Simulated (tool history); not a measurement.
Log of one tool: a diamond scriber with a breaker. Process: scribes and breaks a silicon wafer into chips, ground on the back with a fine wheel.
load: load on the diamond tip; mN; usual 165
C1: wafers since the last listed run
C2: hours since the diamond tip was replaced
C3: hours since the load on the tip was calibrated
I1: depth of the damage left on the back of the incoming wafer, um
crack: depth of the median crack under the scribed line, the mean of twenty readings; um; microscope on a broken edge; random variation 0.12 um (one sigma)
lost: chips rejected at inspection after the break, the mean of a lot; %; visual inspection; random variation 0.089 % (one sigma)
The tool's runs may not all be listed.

{"run": 1, "hour": 0.0, "load": 165, "C1": 0, "C2": 771.2, "C3": 1539.9, "I1": 2.61, "crack": 9.88, "lost": 5.73}
{"run": 2, "hour": 9.2, "load": 165, "C1": 35, "C2": 780.4, "C3": 1549.1, "I1": 2.53, "crack": 9.93, "lost": 5.7}
{"run": 3, "hour": 57.6, "load": 165, "C1": 186, "C2": 828.8, "C3": 1597.5, "I1": 2.01, "crack": 9.39, "lost": 6.27}
{"run": 4, "hour": 74.5, "load": 165, "C1": 65, "C2": 845.7, "C3": 1614.4, "I1": 2.87, "crack": 9.63, "lost": 7.46}
{"run": 5, "hour": 88.5, "load": 165, "C1": 54, "C2": 859.7, "C3": 1628.4, "I1": 1.82, "crack": 9.49, "lost": 6.01}
{"run": 6, "hour": 101.1, "load": 165, "C1": 48, "C2": 872.3, "C3": 1641.0, "I1": 1.68, "crack": 9.17, "lost": 6.72}
{"hour": 109.8, "done": "load on the tip recalibrated"}
{"hour": 113.7, "done": "diamond tip replaced by a new one"}
{"run": 7, "hour": 114.3, "load": 165, "C1": 35, "C2": 0.6, "C3": 4.5, "I1": 2.35, "crack": 11.54, "lost": 1.38}
{"run": 8, "hour": 123.4, "load": 144, "C1": 35, "C2": 9.7, "C3": 13.6, "I1": 2.51, "crack": 9.96, "lost": 4.72}
{"run": 9, "hour": 135.0, "load": 144, "C1": 44, "C2": 21.3, "C3": 25.2, "I1": 1.96, "crack": 9.79, "lost": 3.64}

Forecast run 10:
{"run": 10, "hour": 142.9, "load": 178, "C1": 30, "C2": 29.2, "C3": 33.1, "I1": 1.91, "crack": "?", "lost": "?"}

crack: 12.34 um
lost: 1.30 %
Without the tool's hidden state the same run would have given crack 12.52 um, lost 1.53 %.
